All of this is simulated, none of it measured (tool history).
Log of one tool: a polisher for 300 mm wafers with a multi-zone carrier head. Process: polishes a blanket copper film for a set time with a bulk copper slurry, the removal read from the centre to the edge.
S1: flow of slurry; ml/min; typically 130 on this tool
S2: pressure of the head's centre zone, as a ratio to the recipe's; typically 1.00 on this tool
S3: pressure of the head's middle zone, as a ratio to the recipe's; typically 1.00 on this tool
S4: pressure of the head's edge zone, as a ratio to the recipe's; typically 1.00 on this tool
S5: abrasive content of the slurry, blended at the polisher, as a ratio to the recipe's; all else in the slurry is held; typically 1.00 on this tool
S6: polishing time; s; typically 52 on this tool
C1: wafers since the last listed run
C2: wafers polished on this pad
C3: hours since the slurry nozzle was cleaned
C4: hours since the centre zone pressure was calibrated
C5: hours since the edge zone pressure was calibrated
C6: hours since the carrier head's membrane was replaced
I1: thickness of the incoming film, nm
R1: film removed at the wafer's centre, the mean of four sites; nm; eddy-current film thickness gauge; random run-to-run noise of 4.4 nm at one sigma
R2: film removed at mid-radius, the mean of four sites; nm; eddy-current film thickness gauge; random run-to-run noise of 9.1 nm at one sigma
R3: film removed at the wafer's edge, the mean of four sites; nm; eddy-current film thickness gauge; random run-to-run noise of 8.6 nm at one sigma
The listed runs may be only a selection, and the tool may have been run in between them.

{"run": 1, "hour": 0.0, "S1": 130, "S2": 1.0, "S3": 1.0, "S4": 1.0, "S5": 1.0, "S6": 52, "C1": 0, "C2": 465, "C3": 835.6, "C4": 573.4, "C5": 443.1, "C6": 1233.4, "I1": 3959.1, "R1": 581.9, "R2": 582.9, "R3": 601.5}
{"run": 2, "hour": 12.0, "S1": 130, "S2": 1.0, "S3": 1.0, "S4": 1.0, "S5": 1.0, "S6": 52, "C1": 115, "C2": 581, "C3": 847.6, "C4": 585.4, "C5": 455.1, "C6": 1245.4, "I1": 4008.6, "R1": 572.3, "R2": 581.2, "R3": 615.2}
{"run": 3, "hour": 21.4, "S1": 130, "S2": 1.0, "S3": 1.0, "S4": 1.0, "S5": 1.0, "S6": 52, "C1": 90, "C2": 672, "C3": 857.0, "C4": 594.8, "C5": 464.5, "C6": 1254.8, "I1": 3923.6, "R1": 577.5, "R2": 572.7, "R3": 603.1}
{"hour": 28.8, "done": "edge zone pressure recalibrated"}
{"run": 4, "hour": 38.2, "S1": 110, "S2": 1.0, "S3": 0.89, "S4": 1.03, "S5": 1.0, "S6": 38, "C1": 143, "C2": 815, "C3": 873.8, "C4": 611.6, "C5": 9.4, "C6": 1271.6, "I1": 4039.1, "R1": 397.3, "R2": 358.8, "R3": 433.7}
{"run": 5, "hour": 58.8, "S1": 110, "S2": 1.0, "S3": 1.0, "S4": 1.0, "S5": 1.0, "S6": 59, "C1": 199, "C2": 1014, "C3": 894.4, "C4": 632.2, "C5": 30.0, "C6": 1292.2, "I1": 3913.2, "R1": 603.7, "R2": 605.8, "R3": 666.8}
{"hour": 68.7, "done": "centre zone pressure recalibrated"}
{"run": 6, "hour": 69.5, "S1": 170, "S2": 0.94, "S3": 0.93, "S4": 1.0, "S5": 1.25, "S6": 52, "C1": 84, "C2": 1098, "C3": 905.1, "C4": 0.8, "C5": 40.7, "C6": 1302.9, "I1": 4019.9, "R1": 603.2, "R2": 606.0, "R3": 652.7}
{"hour": 79.5, "done": "worn pad replaced by a new one"}
{"hour": 101.8, "done": "carrier head's membrane replaced by a new one"}
{"run": 7, "hour": 103.8, "S1": 130, "S2": 1.0, "S3": 1.0, "S4": 1.04, "S5": 1.0, "S6": 70, "C1": 244, "C2": 186, "C3": 939.4, "C4": 35.1, "C5": 75.0, "C6": 2.0, "I1": 3992.0, "R1": 771.9, "R2": 800.9, "R3": 857.4}
{"run": 8, "hour": 119.2, "S1": 130, "S2": 1.0, "S3": 1.0, "S4": 1.0, "S5": 1.0, "S6": 52, "C1": 148, "C2": 335, "C3": 954.8, "C4": 50.5, "C5": 90.4, "C6": 17.4, "I1": 3953.7, "R1": 577.0, "R2": 586.0, "R3": 594.3}
{"hour": 121.7, "done": "slurry nozzle cleaned"}
{"run": 9, "hour": 135.9, "S1": 130, "S2": 1.05, "S3": 1.05, "S4": 1.0, "S5": 0.7, "S6": 35, "C1": 151, "C2": 487, "C3": 14.2, "C4": 67.2, "C5": 107.1, "C6": 34.1, "I1": 4004.5, "R1": 401.5, "R2": 399.1, "R3": 400.5}
{"run": 10, "hour": 148.0, "S1": 130, "S2": 1.07, "S3": 1.09, "S4": 1.0, "S5": 0.8, "S6": 52, "C1": 116, "C2": 604, "C3": 26.3, "C4": 79.3, "C5": 119.2, "C6": 46.2, "I1": 3977.5, "R1": 608.7, "R2": 617.6, "R3": 602.8}
{"run": 11, "hour": 160.1, "S1": 130, "S2": 1.0, "S3": 1.0, "S4": 0.9, "S5": 0.7, "S6": 67, "C1": 116, "C2": 720, "C3": 38.4, "C4": 91.4, "C5": 131.3, "C6": 58.3, "I1": 4023.7, "R1": 725.0, "R2": 739.1, "R3": 711.8}
{"run": 12, "hour": 171.6, "S1": 130, "S2": 1.0, "S3": 1.0, "S4": 1.0, "S5": 1.0, "S6": 52, "C1": 111, "C2": 832, "C3": 49.9, "C4": 102.9, "C5": 142.8, "C6": 69.8, "I1": 4001.6, "R1": 591.1, "R2": 582.8, "R3": 611.8}
{"run": 13, "hour": 182.0, "S1": 160, "S2": 1.0, "S3": 1.0, "S4": 1.0, "S5": 1.15, "S6": 52, "C1": 100, "C2": 932, "C3": 60.3, "C4": 113.3, "C5": 153.2, "C6": 80.2, "I1": 3995.6, "R1": 641.5, "R2": 662.3, "R3": 657.7}

Estimate the outcome of run 14 from the log above:
{"run": 14, "hour": 188.1, "S1": 130, "S2": 0.95, "S3": 1.0, "S4": 1.0, "S5": 1.0, "S6": 62, "C1": 58, "C2": 991, "C3": 66.4, "C4": 119.4, "C5": 159.3, "C6": 86.3, "I1": 4028.8, "R1": "?", "R2": "?", "R3": "?"}

{"run 14": {"R1": 671.6, "R2": 729.9, "R3": 743.2}}
With no hidden state in the tool, this same run would have given R1 709.9 nm, R2 770.9 nm, R3 783.8 nm.

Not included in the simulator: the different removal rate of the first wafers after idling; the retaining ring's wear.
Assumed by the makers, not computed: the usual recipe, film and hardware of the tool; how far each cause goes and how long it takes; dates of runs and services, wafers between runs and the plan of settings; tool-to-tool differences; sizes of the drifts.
